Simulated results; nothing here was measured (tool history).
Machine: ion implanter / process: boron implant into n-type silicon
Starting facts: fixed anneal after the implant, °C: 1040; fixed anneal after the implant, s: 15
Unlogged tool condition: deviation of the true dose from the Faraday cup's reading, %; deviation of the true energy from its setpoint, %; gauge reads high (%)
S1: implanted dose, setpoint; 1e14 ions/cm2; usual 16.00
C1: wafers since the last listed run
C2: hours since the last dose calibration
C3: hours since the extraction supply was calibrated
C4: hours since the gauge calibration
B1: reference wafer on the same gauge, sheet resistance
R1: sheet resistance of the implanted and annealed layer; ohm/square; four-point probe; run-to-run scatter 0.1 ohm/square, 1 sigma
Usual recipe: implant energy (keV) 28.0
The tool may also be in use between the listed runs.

run 1 day=0.000 | S1=16.00 implant_energy_(keV)=28.0 | C1=0 C2=1987.9 C3=2016.4 C4=212.1 | B1=72.91 | R1=64.62
run 2 day=1.088 | S1=16.00 implant_energy_(keV)=28.0 | C1=398 C2=2014.0 C3=2042.5 C4=238.2 | B1=72.89 | R1=64.67
run 3 day=1.804 | S1=16.00 implant_energy_(keV)=28.0 | C1=262 C2=2031.2 C3=2059.7 C4=255.4 | B1=72.94 | R1=64.57
run 4 day=2.733 | S1=14.18 implant_energy_(keV)=28.0 | C1=340 C2=2053.5 C3=2082.0 C4=277.7 | B1=72.91 | R1=71.30
run 5 day=3.267 | S1=14.18 implant_energy_(keV)=28.0 | C1=195 C2=2066.3 C3=2094.8 C4=290.5 | B1=72.91 | R1=71.27
run 6 day=4.283 | S1=16.00 implant_energy_(keV)=28.0 | C1=372 C2=2090.7 C3=2119.2 C4=314.9 | B1=72.93 | R1=64.37
run 7 day=5.208 | S1=16.00 implant_energy_(keV)=28.0 | C1=339 C2=2112.9 C3=2141.4 C4=337.1 | B1=72.91 | R1=64.44
run 8 day=6.246 | S1=16.00 implant_energy_(keV)=28.0 | C1=380 C2=2137.8 C3=2166.3 C4=362.0 | B1=72.88 | R1=64.72
-- day=6.996 gauge calibrated
run 9 day=7.567 | S1=16.00 implant_energy_(keV)=28.0 | C1=484 C2=2169.5 C3=2198.0 C4=13.7 | B1=72.88 | R1=64.29
-- day=8.354 Faraday cup replaced and dose calibrated
run 10 day=9.062 | S1=16.00 implant_energy_(keV)=18.5 | C1=426 C2=17.0 C3=2233.9 C4=49.6 | B1=72.91 | R1=70.76
run 11 day=10.108 | S1=19.08 implant_energy_(keV)=18.5 | C1=383 C2=42.1 C3=2259.0 C4=74.7 | B1=72.90 | R1=62.86
run 12 day=11.288 | S1=13.35 implant_energy_(keV)=37.0 | C1=432 C2=70.4 C3=2287.3 C4=103.0 | B1=72.87 | R1=76.39
-- day=11.938 extraction supply calibrated
run 13 day=14.850 | S1=20.01 implant_energy_(keV)=33.0 | C1=1184 C2=155.9 C3=69.9 C4=188.5 | B1=72.91 | R1=54.88
run 14 day=15.746 | S1=18.69 implant_energy_(keV)=32.5 | C1=328 C2=177.4 C3=91.4 C4=210.0 | B1=72.90 | R1=57.88
run 15 day=16.538 | S1=11.55 implant_energy_(keV)=33.0 | C1=290 C2=196.4 C3=110.4 C4=229.0 | B1=72.91 | R1=86.99

What will run 16 give?
run 16 day=17.988 | S1=16.00 implant_energy_(keV)=28.0 | C1=531 C2=231.2 C3=145.2 C4=263.8 | B1=? | R1=?

Logged for run 16: B1 72.90, R1 66.48 ohm/square.
If the tool had no hidden condition, the same run with the same run-to-run variation would have returned R1 66.81 ohm/square.
